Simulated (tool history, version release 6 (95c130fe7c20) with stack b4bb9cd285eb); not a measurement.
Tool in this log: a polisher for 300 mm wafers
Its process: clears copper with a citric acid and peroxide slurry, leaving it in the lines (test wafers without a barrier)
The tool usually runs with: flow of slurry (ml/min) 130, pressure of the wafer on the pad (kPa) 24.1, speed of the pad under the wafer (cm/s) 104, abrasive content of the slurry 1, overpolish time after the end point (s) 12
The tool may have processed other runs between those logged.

run,hour,flow of slurry (ml/min),pressure of the wafer on the pad (kPa),speed of the pad under the wafer (cm/s),abrasive content of the slurry,overpolish time after the end point (s),"incoming thickness of the incoming film, nm",time until the end point was called (s),dishing of a wide line in a test structure (angstrom)
1,0,130,24.1,104,1,12,306.8,179.8,182
2,20.9,130,24.1,104,1,12,298.9,173.7,180
3,50.2,130,24.1,104,1,12,304.4,177.8,177
# hour 64.9: worn pad replaced by a new one
4,83.7,130,24.1,104,1,12,300.3,175.7,176
# hour 99.6: head pressure recalibrated, repeated, since the last time left the tool worse
5,100.1,130,30.3,86,0.8,14,305.4,153.5,234
6,133.1,160,24.1,134,1.2,16,305.2,112.9,340
# hour 141.3: slurry blender recalibrated
7,162.8,130,24.1,104,1,12,304.6,155.8,203
8,190.4,115,19.3,104,1.15,12,304,190.6,170
9,221.3,130,24.1,118,1.1,18,303.5,136.1,326
10,253.2,130,29,70,1,12,305.6,192.1,170
11,267.2,130,17.9,104,1,12,305.6,213.8,150
# hour 292.8: slurry nozzle cleaned
12,296.8,130,31,128,1,16,308.1,105.3,386
# hour 306.4: worn pad replaced by a new one
13,325.1,130,24.1,92,1,12,305,179.5,178
14,353.1,130,24.1,104,0.85,7,306.5,169.7,114
15,385,130,24.1,72,1,18,306.7,229,209
16,405.9,130,21.4,104,1,12,306.9,181.8,173
17,424.6,150,16.5,104,1,19,301.8,224.2,215
18,440.3,130,26.9,104,1,12,304.6,143.4,214
19,459.3,130,24.1,104,1,12,304.7,158.7,197

What will run 20 give?
20,473.2,130,24.1,104,1,12,305,?,?

time until the end point was called (s): 161.5
dishing of a wide line in a test structure (angstrom): 197
Take away the tool's hidden state, keep the run-to-run variation as it was, and the same run would have given time until the end point was called (s) 150, dishing of a wide line in a test structure (angstrom) 211.

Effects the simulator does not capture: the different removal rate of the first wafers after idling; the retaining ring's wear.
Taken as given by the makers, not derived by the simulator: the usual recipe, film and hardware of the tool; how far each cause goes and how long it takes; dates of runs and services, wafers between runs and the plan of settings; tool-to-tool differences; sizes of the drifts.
